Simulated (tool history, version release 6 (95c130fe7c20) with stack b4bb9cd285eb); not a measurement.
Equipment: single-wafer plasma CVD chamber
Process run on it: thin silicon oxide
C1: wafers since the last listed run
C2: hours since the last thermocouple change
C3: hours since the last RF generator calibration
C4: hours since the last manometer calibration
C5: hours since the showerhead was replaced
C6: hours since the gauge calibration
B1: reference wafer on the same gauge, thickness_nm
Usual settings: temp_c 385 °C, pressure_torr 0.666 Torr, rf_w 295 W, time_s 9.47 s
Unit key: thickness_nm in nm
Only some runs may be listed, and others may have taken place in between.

Run 1, hour 0: usual settings but temp_c 378 °C, rf_w 255 W; C1 0; C2 1605.7; C3 888.8; C4 2400.4; C5 4017.3; C6 437.5; B1 11.001. Result: thickness_nm 11.683 nm.
Run 2, hour 26.8: usual settings but temp_c 378 °C, rf_w 255 W; C1 674; C2 1632.5; C3 915.6; C4 2427.2; C5 4044.1; C6 464.3; B1 11.008. Result: thickness_nm 11.691 nm.
Run 3, hour 55.2: usual settings; C1 714; C2 1660.9; C3 944; C4 2455.6; C5 4072.5; C6 492.7; B1 11.005. Result: thickness_nm 12.314 nm.
At hour 67.3: showerhead replaced.
Run 4, hour 68.5: usual settings; C1 133; C2 1674.2; C3 957.3; C4 2468.9; C5 1.2; C6 506; B1 10.996. Result: thickness_nm 12.339 nm.
Run 5, hour 89: usual settings; C1 515; C2 1694.7; C3 977.8; C4 2489.4; C5 21.7; C6 526.5; B1 11.005. Result: thickness_nm 12.303 nm.
Run 6, hour 110.5: usual settings but temp_c 391 °C; C1 540; C2 1716.2; C3 999.3; C4 2510.9; C5 43.2; C6 548; B1 11.001. Result: thickness_nm 12.196 nm.
At hour 133.8: thermocouple changed; heater temperature recalibrated.
Run 7, hour 134.3: usual settings but temp_c 391 °C; C1 397; C2 0.5; C3 1023.1; C4 2534.7; C5 67; C6 571.8; B1 11.003. Result: thickness_nm 12.242 nm.
Run 8, hour 155.2: usual settings but temp_c 391 °C; C1 525; C2 21.4; C3 1044; C4 2555.6; C5 87.9; C6 592.7; B1 11.003. Result: thickness_nm 12.243 nm.
Run 9, hour 189.1: usual settings; C1 852; C2 55.3; C3 1077.9; C4 2589.5; C5 121.8; C6 626.6; B1 11.009. Result: thickness_nm 12.237 nm.
At hour 218: gauge calibrated.
Run 10, hour 218.1: usual settings but temp_c 397 °C, rf_w 250 W, time_s 10.85 s; C1 729; C2 84.3; C3 1106.9; C4 2618.5; C5 150.8; C6 0.1; B1 11.012. Result: thickness_nm 12.965 nm.
Run 11, hour 230.4: usual settings but rf_w 325 W; C1 309; C2 96.6; C3 1119.2; C4 2630.8; C5 163.1; C6 12.4; B1 10.998. Result: thickness_nm 12.67 nm.
Run 12, hour 263.5: usual settings; C1 832; C2 129.7; C3 1152.3; C4 2663.9; C5 196.2; C6 45.5; B1 11.001. Result: thickness_nm 12.272 nm.
Run 13, hour 299.2: usual settings; C1 898; C2 165.4; C3 1188; C4 2699.6; C5 231.9; C6 81.2; B1 11.004. Result: thickness_nm 12.183 nm.
Run 14, hour 321.6: usual settings but temp_c 393 °C, rf_w 260 W; C1 563; C2 187.8; C3 1210.4; C4 2722; C5 254.3; C6 103.6; B1 10.997. Result: thickness_nm 11.589 nm.
Run 15, hour 342.4: usual settings but temp_c 375 °C; C1 523; C2 208.6; C3 1231.2; C4 2742.8; C5 275.1; C6 124.4; B1 10.999. Result: thickness_nm 12.29 nm.
Run 16, hour 366.1: usual settings but temp_c 372 °C, pressure_torr 0.592 Torr, rf_w 270 W; C1 596; C2 232.3; C3 1254.9; C4 2766.5; C5 298.8; C6 148.1; B1 11.003. Result: thickness_nm 10.83 nm.
Run 17, hour 389.1: usual settings but temp_c 378 °C, pressure_torr 0.532 Torr, rf_w 325 W; C1 578; C2 255.3; C3 1277.9; C4 2789.5; C5 321.8; C6 171.1; B1 11.007. Result: thickness_nm 10.602 nm.
Run 18, hour 413.3: usual settings but temp_c 391 °C, pressure_torr 0.581 Torr, rf_w 255 W, time_s 8.79 s; C1 608; C2 279.5; C3 1302.1; C4 2813.7; C5 346; C6 195.3; B1 10.992. Result: thickness_nm 9.555 nm.
At hour 492.3: RF generator calibrated.
Run 19, hour 506.5: usual settings but rf_w 260 W, time_s 10.36 s; C1 2143; C2 372.7; C3 14.2; C4 2906.9; C5 439.2; C6 288.5; B1 10.996. Result: thickness_nm 13.019 nm.
Run 20, hour 522.9: usual settings but rf_w 265 W; C1 412; C2 389.1; C3 30.6; C4 2923.3; C5 455.6; C6 304.9; B1 11. Result: thickness_nm 11.932 nm.
Run 21, hour 536.4: usual settings but temp_c 390 °C, time_s 8.57 s; C1 339; C2 402.6; C3 44.1; C4 2936.8; C5 469.1; C6 318.4; B1 10.999. Result: thickness_nm 11.23 nm.
At hour 546.6: capacitance manometer re-zeroed and calibrated.
Run 22, hour 565.7: usual settings but rf_w 235 W; C1 535; C2 431.9; C3 73.4; C4 19.1; C5 498.4; C6 347.7; B1 11.016. Result: thickness_nm 12.255 nm.
Run 23, hour 587.9: usual settings but temp_c 372 °C, pressure_torr 0.78 Torr, time_s 8.65 s; C1 558; C2 454.1; C3 95.6; C4 41.3; C5 520.6; C6 369.9; B1 11.012. Result: thickness_nm 14.032 nm.
Run 24, hour 606.1: usual settings but temp_c 392 °C, rf_w 335 W; C1 457; C2 472.3; C3 113.8; C4 59.5; C5 538.8; C6 388.1; B1 10.991. Result: thickness_nm 13.955 nm.
Run 25, hour 706.3: usual settings but temp_c 372 °C, pressure_torr 0.78 Torr, time_s 8.65 s; C1 2521; C2 572.5; C3 214; C4 159.7; C5 639; C6 488.3; B1 10.998. Result: thickness_nm 13.94 nm.
Run 26, hour 735.2: usual settings but temp_c 380 °C, pressure_torr 0.583 Torr, rf_w 270 W, time_s 10.43 s; C1 727; C2 601.4; C3 242.9; C4 188.6; C5 667.9; C6 517.2; B1 11.006. Result: thickness_nm 12.707 nm.
Run 27, hour 749.9: usual settings but rf_w 315 W; C1 369; C2 616.1; C3 257.6; C4 203.3; C5 682.6; C6 531.9; B1 10.997. Result: thickness_nm 13.542 nm.
Run 28, hour 762.2: usual settings but rf_w 260 W; C1 309; C2 628.4; C3 269.9; C4 215.6; C5 694.9; C6 544.2; B1 10.997. Result: thickness_nm 12.582 nm.
At hour 782.6: gauge calibrated.
Run 29, hour 798.1: usual settings; C1 903; C2 664.3; C3 305.8; C4 251.5; C5 730.8; C6 15.5; B1 11.002. Result: thickness_nm 13.305 nm.

3 options for the next run, each taken on its own from the tool as it stands now. Forecast them:
Run A, hour 798.5: usual settings; C1 10; C2 664.7; C3 306.2; C4 251.9; C5 731.2; C6 15.9; B1 ?. Result: thickness_nm ?.
Run B, hour 798.5: usual settings but pressure_torr 0.559 Torr; C1 10; C2 664.7; C3 306.2; C4 251.9; C5 731.2; C6 15.9; B1 ?. Result: thickness_nm ?.
Run C, hour 798.5: usual settings but temp_c 376 °C, time_s 7.79 s; C1 10; C2 664.7; C3 306.2; C4 251.9; C5 731.2; C6 15.9; B1 ?. Result: thickness_nm ?.

run      B1  thickness_nm
  A  11.001        13.268
  B  11.001        11.551
  C  11.001        10.994
Without the tool's unlogged condition, the same runs would have read:
run  thickness_nm
  A        13.667
  B        11.899
  C        11.325
